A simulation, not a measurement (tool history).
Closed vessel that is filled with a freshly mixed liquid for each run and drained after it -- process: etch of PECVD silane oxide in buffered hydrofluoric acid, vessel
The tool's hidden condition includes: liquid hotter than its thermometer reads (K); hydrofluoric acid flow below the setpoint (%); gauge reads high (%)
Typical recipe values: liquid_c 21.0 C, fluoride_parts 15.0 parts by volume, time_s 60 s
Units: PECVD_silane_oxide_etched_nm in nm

| run | hour | liquid_c | fluoride_parts | time_s | wafers since the last listed run | hours since the thermometer was replaced | hours since the hydrofluoric acid flow meter was replaced | hours since the gauge calibration | read-back film thickness of the PECVD silane oxide reference wafer, read on the same gauge (nm) | PECVD_silane_oxide_etched_nm |
|---|---|---|---|---|---|---|---|---|---|---|
| 1 | 0.0 | 21.0 | 17.0 | 60 | 0 | 1337.1 | 34.8 | 2759.0 | 39.99 | 101.02 |
| 2 | 31.2 | 21.0 | 15.0 | 60 | 3635 | 1368.3 | 66.0 | 2790.2 | 40.00 | 114.08 |
|  | 108.9 | gauge calibrated |
| 3 | 197.0 | 21.0 | 15.0 | 60 | 19319 | 1534.1 | 231.8 | 88.1 | 39.95 | 114.91 |
| 4 | 346.7 | 21.0 | 15.0 | 60 | 17443 | 1683.8 | 381.5 | 237.8 | 40.03 | 115.13 |
| 5 | 397.4 | 21.0 | 15.0 | 60 | 5907 | 1734.5 | 432.2 | 288.5 | 39.99 | 116.13 |
|  | 442.7 | hydrofluoric acid flow meter replaced |
| 6 | 451.1 | 21.0 | 15.0 | 75 | 6140 | 1788.2 | 8.4 | 342.2 | 40.02 | 144.73 |
| 7 | 500.9 | 21.0 | 15.0 | 60 | 5802 | 1838.0 | 58.2 | 392.0 | 40.02 | 116.10 |
| 8 | 566.8 | 21.0 | 15.0 | 60 | 7678 | 1903.9 | 124.1 | 457.9 | 40.03 | 116.67 |
| 9 | 626.7 | 21.0 | 15.0 | 60 | 6979 | 1963.8 | 184.0 | 517.8 | 40.00 | 116.86 |
| 10 | 694.1 | 22.5 | 15.0 | 85 | 7853 | 2031.2 | 251.4 | 585.2 | 40.00 | 178.69 |
| 11 | 731.1 | 21.0 | 15.0 | 35 | 4311 | 2068.2 | 288.4 | 622.2 | 39.99 | 68.36 |
| 12 | 797.5 | 19.0 | 20.0 | 75 | 7737 | 2134.6 | 354.8 | 688.6 | 40.00 | 99.14 |
| 13 | 823.9 | 24.0 | 15.0 | 60 | 3076 | 2161.0 | 381.2 | 715.0 | 40.05 | 139.15 |
| 14 | 851.2 | 23.5 | 15.0 | 60 | 3181 | 2188.3 | 408.5 | 742.3 | 40.03 | 135.00 |
| 15 | 913.1 | 21.0 | 11.5 | 30 | 7212 | 2250.2 | 470.4 | 804.2 | 39.96 | 75.60 |
|  | 925.7 | hydrofluoric acid flow meter replaced |
| 16 | 953.6 | 24.0 | 15.0 | 40 | 4602 | 2290.7 | 27.9 | 844.7 | 39.97 | 92.81 |
| 17 | 990.6 | 17.0 | 18.5 | 80 | 4311 | 2327.7 | 64.9 | 881.7 | 40.01 | 103.76 |
| 18 | 1024.3 | 21.0 | 9.5 | 95 | 3926 | 2361.4 | 98.6 | 915.4 | 40.00 | 286.58 |
|  | 1090.7 | thermometer replaced |
| 19 | 1098.0 | 21.0 | 15.0 | 60 | 8471 | 7.3 | 172.3 | 989.1 | 39.98 | 108.67 |
| 20 | 1153.3 | 22.5 | 20.0 | 60 | 6443 | 62.6 | 227.6 | 1044.4 | 40.02 | 89.84 |
| 21 | 1181.2 | 24.5 | 11.0 | 60 | 3250 | 90.5 | 255.5 | 1072.3 | 39.98 | 179.84 |
| 22 | 1225.2 | 21.0 | 15.0 | 60 | 5126 | 134.5 | 299.5 | 1116.3 | 39.97 | 108.67 |

Forecast run 23:
| 23 | 1286.7 | 17.0 | 15.0 | 60 | 7166 | 196.0 | 361.0 | 1177.8 | ? | ? |

Logged for run 23: read-back film thickness of the PECVD silane oxide reference wafer, read on the same gauge (nm) 39.99, PECVD_silane_oxide_etched_nm 88.29 nm.
With the hidden condition absent and the run-to-run variation left alone, this run would have shown PECVD_silane_oxide_etched_nm 87.24 nm.

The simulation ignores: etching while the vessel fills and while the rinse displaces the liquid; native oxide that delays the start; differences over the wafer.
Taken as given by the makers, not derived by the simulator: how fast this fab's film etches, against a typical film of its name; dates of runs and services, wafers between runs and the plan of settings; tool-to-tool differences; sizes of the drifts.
